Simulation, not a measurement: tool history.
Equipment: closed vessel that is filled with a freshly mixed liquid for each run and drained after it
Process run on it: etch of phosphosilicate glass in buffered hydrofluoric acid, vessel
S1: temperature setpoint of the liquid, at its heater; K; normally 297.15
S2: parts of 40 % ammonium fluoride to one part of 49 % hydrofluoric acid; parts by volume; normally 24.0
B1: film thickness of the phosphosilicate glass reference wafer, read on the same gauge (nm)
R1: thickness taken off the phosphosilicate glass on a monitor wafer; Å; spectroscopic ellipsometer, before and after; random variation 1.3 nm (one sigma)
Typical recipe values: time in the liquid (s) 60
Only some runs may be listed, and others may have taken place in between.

run 1 hour=0.0 | S1=297.15 S2=24.0 time_in_the_liquid_(s)=60 | B1=140.05 | R1=1682.7
run 2 hour=14.4 | S1=296.15 S2=24.0 time_in_the_liquid_(s)=75 | B1=140.01 | R1=1975.4
run 3 hour=50.3 | S1=296.15 S2=24.0 time_in_the_liquid_(s)=75 | B1=140.02 | R1=2031.0
run 4 hour=82.6 | S1=298.15 S2=24.0 time_in_the_liquid_(s)=60 | B1=140.02 | R1=1784.7
run 5 hour=112.6 | S1=298.15 S2=24.0 time_in_the_liquid_(s)=60 | B1=139.93 | R1=1784.3
run 6 hour=129.5 | S1=297.15 S2=24.0 time_in_the_liquid_(s)=35 | B1=139.95 | R1=995.8
run 7 hour=144.7 | S1=297.15 S2=24.0 time_in_the_liquid_(s)=35 | B1=140.04 | R1=997.6
run 8 hour=175.9 | S1=297.15 S2=24.0 time_in_the_liquid_(s)=35 | B1=140.04 | R1=1008.5
run 9 hour=189.2 | S1=297.15 S2=24.0 time_in_the_liquid_(s)=70 | B1=140.04 | R1=1996.3
run 10 hour=212.2 | S1=297.15 S2=24.0 time_in_the_liquid_(s)=70 | B1=139.97 | R1=2009.2
run 11 hour=234.6 | S1=297.15 S2=18.5 time_in_the_liquid_(s)=60 | B1=140.00 | R1=2112.9
run 12 hour=254.3 | S1=297.15 S2=18.5 time_in_the_liquid_(s)=60 | B1=139.98 | R1=2118.9
-- hour=275.8 gauge calibrated
-- hour=281.9 thermometer replaced
run 13 hour=282.4 | S1=297.15 S2=24.0 time_in_the_liquid_(s)=60 | B1=140.04 | R1=1520.5
run 14 hour=304.4 | S1=297.15 S2=24.0 time_in_the_liquid_(s)=60 | B1=140.07 | R1=1545.7
run 15 hour=324.5 | S1=299.15 S2=24.0 time_in_the_liquid_(s)=60 | B1=140.00 | R1=1712.7
run 16 hour=344.5 | S1=292.65 S2=30.0 time_in_the_liquid_(s)=60 | B1=140.01 | R1=1035.7
run 17 hour=365.7 | S1=301.65 S2=16.0 time_in_the_liquid_(s)=85 | B1=139.95 | R1=3943.1
run 18 hour=392.6 | S1=297.15 S2=24.0 time_in_the_liquid_(s)=60 | B1=140.01 | R1=1563.5
run 19 hour=420.3 | S1=298.65 S2=24.0 time_in_the_liquid_(s)=80 | B1=139.97 | R1=2224.3
run 20 hour=454.4 | S1=299.15 S2=17.5 time_in_the_liquid_(s)=70 | B1=140.03 | R1=2565.5
run 21 hour=484.4 | S1=295.65 S2=30.0 time_in_the_liquid_(s)=45 | B1=140.00 | R1=925.6
run 22 hour=507.5 | S1=301.65 S2=30.0 time_in_the_liquid_(s)=50 | B1=140.04 | R1=1413.8
run 23 hour=535.0 | S1=300.15 S2=29.0 time_in_the_liquid_(s)=35 | B1=140.00 | R1=943.1
-- hour=536.1 hydrofluoric acid flow meter replaced
run 24 hour=555.8 | S1=297.15 S2=24.0 time_in_the_liquid_(s)=75 | B1=140.00 | R1=1945.3
run 25 hour=582.4 | S1=297.15 S2=24.0 time_in_the_liquid_(s)=60 | B1=139.95 | R1=1565.9
run 26 hour=610.3 | S1=301.15 S2=21.0 time_in_the_liquid_(s)=70 | B1=140.03 | R1=2495.2
run 27 hour=625.2 | S1=294.65 S2=21.0 time_in_the_liquid_(s)=30 | B1=139.98 | R1=746.8
run 28 hour=642.2 | S1=293.15 S2=30.0 time_in_the_liquid_(s)=35 | B1=140.04 | R1=618.7
run 29 hour=670.8 | S1=293.15 S2=30.0 time_in_the_liquid_(s)=40 | B1=139.95 | R1=713.9
run 30 hour=691.5 | S1=299.65 S2=29.0 time_in_the_liquid_(s)=60 | B1=139.99 | R1=1582.4
run 31 hour=710.9 | S1=297.15 S2=24.0 time_in_the_liquid_(s)=60 | B1=140.00 | R1=1554.7
run 32 hour=724.6 | S1=292.65 S2=21.5 time_in_the_liquid_(s)=80 | B1=139.96 | R1=1789.4

For some of the steps in R1 from one run to the next: how much would appear even if the tool had no hidden state, given the settings, what came in and random variation, and how much remains for the hidden state plus any gauge scatter that the measured result and the result without hidden state don't share?
Hidden state at play: liquid hotter than its thermometer reads (K); hydrofluoric acid flow below the setpoint (%); gauge reads high (%).
Run 5 -> 6: S1 298.15 -> 297.15, time in the liquid (s) 60 -> 35. R1 -788.5 Å: hidden state -84.0, all else -704.5.
Run 8 -> 9: time in the liquid (s) 35 -> 70. R1 +987.8 Å: hidden state +112.0, all else +875.8.
Run 12 -> 13: S2 18.5 -> 24.0, gauge calibrated, thermometer replaced. R1 -598.4 Å: hidden state -226.6, all else -371.8.
Run 16 -> 17: S1 292.65 -> 301.65, S2 30.0 -> 16.0, time in the liquid (s) 60 -> 85. R1 +2907.4 Å: hidden state +46.0, all else +2861.4.
Run 17 -> 18: S1 301.65 -> 297.15, S2 16.0 -> 24.0, time in the liquid (s) 85 -> 60. R1 -2379.6 Å: hidden state -35.1, all else -2344.5.
Run 26 -> 27: S1 301.15 -> 294.65, time in the liquid (s) 70 -> 30. R1 -1748.4 Å: hidden state -48.4, all else -1700.0.
